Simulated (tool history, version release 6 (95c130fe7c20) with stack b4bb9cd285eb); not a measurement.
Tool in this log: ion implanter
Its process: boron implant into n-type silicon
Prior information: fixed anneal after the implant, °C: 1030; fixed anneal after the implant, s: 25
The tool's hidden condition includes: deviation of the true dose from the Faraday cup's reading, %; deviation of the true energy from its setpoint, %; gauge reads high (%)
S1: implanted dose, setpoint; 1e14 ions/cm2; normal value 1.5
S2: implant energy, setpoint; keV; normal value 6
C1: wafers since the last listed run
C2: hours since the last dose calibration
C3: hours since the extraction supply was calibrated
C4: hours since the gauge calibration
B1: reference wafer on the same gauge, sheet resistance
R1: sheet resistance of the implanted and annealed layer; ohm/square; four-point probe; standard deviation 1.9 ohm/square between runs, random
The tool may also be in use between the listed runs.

{"run": 1, "hour": 0.0, "S1": 1.66, "S2": 4.5, "C1": 0, "C2": 665.1, "C3": 2795.1, "C4": 2343.8, "B1": 483.94, "R1": 560.68}
{"run": 2, "hour": 50.9, "S1": 1.66, "S2": 4.5, "C1": 770, "C2": 716, "C3": 2846, "C4": 2394.7, "B1": 483.69, "R1": 560.99}
{"hour": 125.4, "done": "Faraday cup replaced and dose calibrated"}
{"run": 3, "hour": 125.9, "S1": 1.5, "S2": 6.5, "C1": 1013, "C2": 0.5, "C3": 2921, "C4": 2469.7, "B1": 484.08, "R1": 574.18}
{"run": 4, "hour": 160.8, "S1": 1.5, "S2": 6.5, "C1": 527, "C2": 35.4, "C3": 2955.9, "C4": 2504.6, "B1": 483.44, "R1": 574.98}
{"run": 5, "hour": 281.4, "S1": 1.38, "S2": 5, "C1": 1824, "C2": 156, "C3": 3076.5, "C4": 2625.2, "B1": 483.03, "R1": 639.43}
{"run": 6, "hour": 374.0, "S1": 1.38, "S2": 5, "C1": 1400, "C2": 248.6, "C3": 3169.1, "C4": 2717.8, "B1": 484.37, "R1": 635.75}
{"run": 7, "hour": 474.3, "S1": 1.38, "S2": 5, "C1": 1517, "C2": 348.9, "C3": 3269.4, "C4": 2818.1, "B1": 484.23, "R1": 637.89}
{"run": 8, "hour": 525.9, "S1": 1.5, "S2": 6, "C1": 780, "C2": 400.5, "C3": 3321, "C4": 2869.7, "B1": 484.1, "R1": 578.52}
{"run": 9, "hour": 618.6, "S1": 1.33, "S2": 6, "C1": 1402, "C2": 493.2, "C3": 3413.7, "C4": 2962.4, "B1": 485.19, "R1": 645.45}
{"run": 10, "hour": 704.6, "S1": 1.33, "S2": 6, "C1": 1301, "C2": 579.2, "C3": 3499.7, "C4": 3048.4, "B1": 482.81, "R1": 645.47}
{"run": 11, "hour": 748.8, "S1": 1.5, "S2": 6, "C1": 668, "C2": 623.4, "C3": 3543.9, "C4": 3092.6, "B1": 484.51, "R1": 583.71}
{"run": 12, "hour": 826.5, "S1": 1.5, "S2": 6, "C1": 1175, "C2": 701.1, "C3": 3621.6, "C4": 3170.3, "B1": 484.76, "R1": 589.69}
{"hour": 873.7, "done": "Faraday cup replaced and dose calibrated"}
{"run": 13, "hour": 900.7, "S1": 1.5, "S2": 6, "C1": 1001, "C2": 27, "C3": 3695.8, "C4": 3244.5, "B1": 483.48, "R1": 563.32}
{"run": 14, "hour": 984.9, "S1": 1.5, "S2": 6, "C1": 1273, "C2": 111.2, "C3": 3780, "C4": 3328.7, "B1": 483.97, "R1": 565.79}
{"run": 15, "hour": 1028.1, "S1": 1.5, "S2": 7, "C1": 653, "C2": 154.4, "C3": 3823.2, "C4": 3371.9, "B1": 483.73, "R1": 551.4}
{"run": 16, "hour": 1123.5, "S1": 1.5, "S2": 7, "C1": 1443, "C2": 249.8, "C3": 3918.6, "C4": 3467.3, "B1": 483.38, "R1": 550.25}
{"hour": 1147.6, "done": "gauge calibrated"}
{"run": 17, "hour": 1212.5, "S1": 1.5, "S2": 7, "C1": 1346, "C2": 338.8, "C3": 4007.6, "C4": 64.9, "B1": 483.99, "R1": 550.17}
{"hour": 1289.8, "done": "Faraday cup replaced and dose calibrated, repeated, since the last time left the tool worse"}
{"run": 18, "hour": 1297.9, "S1": 1.36, "S2": 6, "C1": 1170, "C2": 8.1, "C3": 4093, "C4": 150.3, "B1": 483.4, "R1": 628.24}
{"run": 19, "hour": 1373.5, "S1": 1.16, "S2": 5.5, "C1": 1143, "C2": 83.7, "C3": 4168.6, "C4": 225.9, "B1": 482.91, "R1": 727.08}
{"run": 20, "hour": 1477.7, "S1": 1.5, "S2": 6, "C1": 1576, "C2": 187.9, "C3": 4272.8, "C4": 330.1, "B1": 484.46, "R1": 582.12}
{"run": 21, "hour": 1571.5, "S1": 1.35, "S2": 4, "C1": 1419, "C2": 281.7, "C3": 4366.6, "C4": 423.9, "B1": 483.45, "R1": 664.15}
{"run": 22, "hour": 1626.6, "S1": 1.35, "S2": 4, "C1": 833, "C2": 336.8, "C3": 4421.7, "C4": 479, "B1": 484.23, "R1": 662.94}
{"run": 23, "hour": 1677.4, "S1": 1.74, "S2": 8, "C1": 768, "C2": 387.6, "C3": 4472.5, "C4": 529.8, "B1": 484.01, "R1": 498.19}
{"run": 24, "hour": 1824.6, "S1": 1.28, "S2": 6, "C1": 2226, "C2": 534.8, "C3": 4619.7, "C4": 677, "B1": 484.5, "R1": 665.94}
{"hour": 1909.7, "done": "Faraday cup replaced and dose calibrated"}
{"run": 25, "hour": 1921.8, "S1": 1.92, "S2": 4.5, "C1": 1349, "C2": 12.1, "C3": 4716.9, "C4": 774.2, "B1": 483.95, "R1": 486.81}
{"run": 26, "hour": 1968.9, "S1": 1.21, "S2": 5.5, "C1": 712, "C2": 59.2, "C3": 4764, "C4": 821.3, "B1": 483.23, "R1": 691.93}
{"run": 27, "hour": 2047.4, "S1": 1.5, "S2": 6, "C1": 1187, "C2": 137.7, "C3": 4842.5, "C4": 899.8, "B1": 483.48, "R1": 578.46}
{"run": 28, "hour": 2087.0, "S1": 1.89, "S2": 7, "C1": 599, "C2": 177.3, "C3": 4882.1, "C4": 939.4, "B1": 483.65, "R1": 468.02}
{"hour": 2105.6, "done": "extraction supply calibrated"}
{"run": 29, "hour": 2144.2, "S1": 1.85, "S2": 4.5, "C1": 744, "C2": 234.5, "C3": 38.6, "C4": 996.6, "B1": 483.7, "R1": 502.73}
{"run": 30, "hour": 2232.0, "S1": 1.64, "S2": 4, "C1": 1328, "C2": 322.3, "C3": 126.4, "C4": 1084.4, "B1": 484.52, "R1": 568.34}
{"run": 31, "hour": 2269.7, "S1": 1.5, "S2": 6, "C1": 570, "C2": 360, "C3": 164.1, "C4": 1122.1, "B1": 483.8, "R1": 580.1}
{"run": 32, "hour": 2376.1, "S1": 1.21, "S2": 4, "C1": 1609, "C2": 466.4, "C3": 270.5, "C4": 1228.5, "B1": 484.27, "R1": 739.96}
{"run": 33, "hour": 2653.5, "S1": 1.36, "S2": 6, "C1": 4196, "C2": 743.8, "C3": 547.9, "C4": 1505.9, "B1": 484.29, "R1": 638.86}
{"hour": 2706.6, "done": "Faraday cup replaced and dose calibrated"}
{"run": 34, "hour": 2743.9, "S1": 1.5, "S2": 6, "C1": 1246, "C2": 37.3, "C3": 638.3, "C4": 1596.3, "B1": 483.24, "R1": 577.63}
{"run": 35, "hour": 2847.8, "S1": 1.78, "S2": 6, "C1": 1571, "C2": 141.2, "C3": 742.2, "C4": 1700.2, "B1": 483.85, "R1": 502.53}
{"run": 36, "hour": 2929.1, "S1": 1.5, "S2": 6, "C1": 1229, "C2": 222.5, "C3": 823.5, "C4": 1781.5, "B1": 484.7, "R1": 578}
{"run": 37, "hour": 2996.7, "S1": 1.8, "S2": 7.5, "C1": 1022, "C2": 290.1, "C3": 891.1, "C4": 1849.1, "B1": 484.08, "R1": 485}
{"run": 38, "hour": 3107.2, "S1": 1.5, "S2": 8, "C1": 1671, "C2": 400.6, "C3": 1001.6, "C4": 1959.6, "B1": 484.11, "R1": 560.42}

Run-by-run hidden state of the tool:
deviation of the true energy from its setpoint, %: 0 on each run
gauge reads high (%): 0 on each run
H1: deviation of the true dose from the Faraday cup's reading, %
run=1 H1=-2.02
run=2 H1=-2.29
run=3 H1=-0.0245
run=4 H1=-0.0293
run=5 H1=-0.117
run=6 H1=-0.26
run=7 H1=-0.488
run=8 H1=-0.635
run=9 H1=-0.951
run=10 H1=-1.3
run=11 H1=-1.5
run=12 H1=-1.9
run=13 H1=3.27
run=14 H1=3.23
run=15 H1=3.19
run=16 H1=3.04
run=17 H1=2.84
run=18 H1=0.167
run=19 H1=0.14
run=20 H1=0.0323
run=21 H1=-0.136
run=22 H1=-0.265
run=23 H1=-0.405
run=24 H1=-0.923
run=25 H1=-0.0352
run=26 H1=-0.048
run=27 H1=-0.107
run=28 H1=-0.154
run=29 H1=-0.244
run=30 H1=-0.43
run=31 H1=-0.528
run=32 H1=-0.863
run=33 H1=-2.14
run=34 H1=0.205
run=35 H1=0.134
run=36 H1=0.0218
run=37 H1=-0.11
run=38 H1=-0.401

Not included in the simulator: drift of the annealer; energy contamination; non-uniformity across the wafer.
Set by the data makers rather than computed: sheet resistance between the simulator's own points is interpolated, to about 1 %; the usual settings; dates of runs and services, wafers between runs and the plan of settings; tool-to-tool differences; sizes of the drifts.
